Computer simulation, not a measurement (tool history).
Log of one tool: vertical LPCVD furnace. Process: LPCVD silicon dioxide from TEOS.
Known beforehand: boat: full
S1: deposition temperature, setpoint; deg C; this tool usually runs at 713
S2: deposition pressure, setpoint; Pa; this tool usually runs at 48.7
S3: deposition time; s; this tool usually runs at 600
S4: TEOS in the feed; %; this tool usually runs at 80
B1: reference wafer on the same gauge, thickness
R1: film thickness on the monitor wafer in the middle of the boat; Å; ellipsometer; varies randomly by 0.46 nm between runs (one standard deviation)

Run 1, hour 0: usual settings; B1 123.98. Result: R1 1123.3 Å.
Run 2, hour 64.1: usual settings; B1 123.92. Result: R1 1120.4 Å.
Run 3, hour 120.2: usual settings but S1 710 deg C; B1 124.01. Result: R1 1037.8 Å.
Run 4, hour 162.3: usual settings but S2 56.7 Pa; B1 123.95. Result: R1 1209.1 Å.
Run 5, hour 188.4: usual settings but S1 717 deg C; B1 124.02. Result: R1 1221.8 Å.
Run 6, hour 249.2: usual settings but S1 717 deg C; B1 124.03. Result: R1 1238 Å.
Run 7, hour 312.4: usual settings but S1 717 deg C; B1 124.06. Result: R1 1238.6 Å.
Run 8, hour 370.3: usual settings; B1 124.13. Result: R1 1131.9 Å.
Run 9, hour 401.3: usual settings; B1 123.92. Result: R1 1124.5 Å.
At hour 474.2: TEOS flow controller replaced.
Run 10, hour 474.7: usual settings; B1 123.84. Result: R1 1124 Å.
Run 11, hour 493.5: usual settings but S2 57.3 Pa; B1 123.95. Result: R1 1227.8 Å.
At hour 513.2: gauge calibrated.
Run 12, hour 538.6: usual settings but S1 708 deg C, S4 96 %; B1 123.99. Result: R1 1110.5 Å.
Run 13, hour 577: usual settings; B1 124.16. Result: R1 1130.8 Å.
At hour 688.9: pressure gauge zeroed.
Run 14, hour 764.1: usual settings but S2 42 Pa; B1 124.03. Result: R1 1054.3 Å.
Run 15, hour 814.4: usual settings but S1 722 deg C, S2 44 Pa, S4 89 %; B1 124.02. Result: R1 1384.2 Å.
At hour 925.2: thermocouples replaced and temperature profile calibrated.
Run 16, hour 933.7: usual settings; B1 123.84. Result: R1 1067.9 Å.
Run 17, hour 965.6: usual settings but S1 718 deg C, S3 510 s; B1 124.08. Result: R1 1002.4 Å.
Run 18, hour 999.3: usual settings but S1 722 deg C; B1 124.01. Result: R1 1294 Å.
Run 19, hour 1065: usual settings but S3 750 s; B1 123.92. Result: R1 1335.5 Å.
Run 20, hour 1132.6: usual settings but S1 718 deg C; B1 123.99. Result: R1 1192.5 Å.
Run 21, hour 1163.6: usual settings but S1 709 deg C, S2 41.3 Pa, S3 420 s; B1 123.94. Result: R1 630.6 Å.
Run 22, hour 1227.2: usual settings; B1 123.84. Result: R1 1072.6 Å.

Had the tool no unlogged condition, and each run kept its random variation, what would the results have been?
Unlogged tool condition in this case: true tube temperature minus thermocouple reading, K; true pressure minus gauge reading, mTorr; deviation of the TEOS flow from its setpoint, %; gauge reads high (%).
run      R1
  1  1060.7
  2  1056.5
  3   977.1
  4  1137.9
  5  1149.8
  6  1163.5
  7  1162.6
  8  1060.5
  9  1052.9
 10  1050.9
 11  1147.4
 12  1036.1
 13  1054.9
 14   979.7
 15  1286.6
 16  1063.2
 17   997.3
 18  1286.6
 19  1325.8
 20  1182.3
 21   624.7
 22  1061.2

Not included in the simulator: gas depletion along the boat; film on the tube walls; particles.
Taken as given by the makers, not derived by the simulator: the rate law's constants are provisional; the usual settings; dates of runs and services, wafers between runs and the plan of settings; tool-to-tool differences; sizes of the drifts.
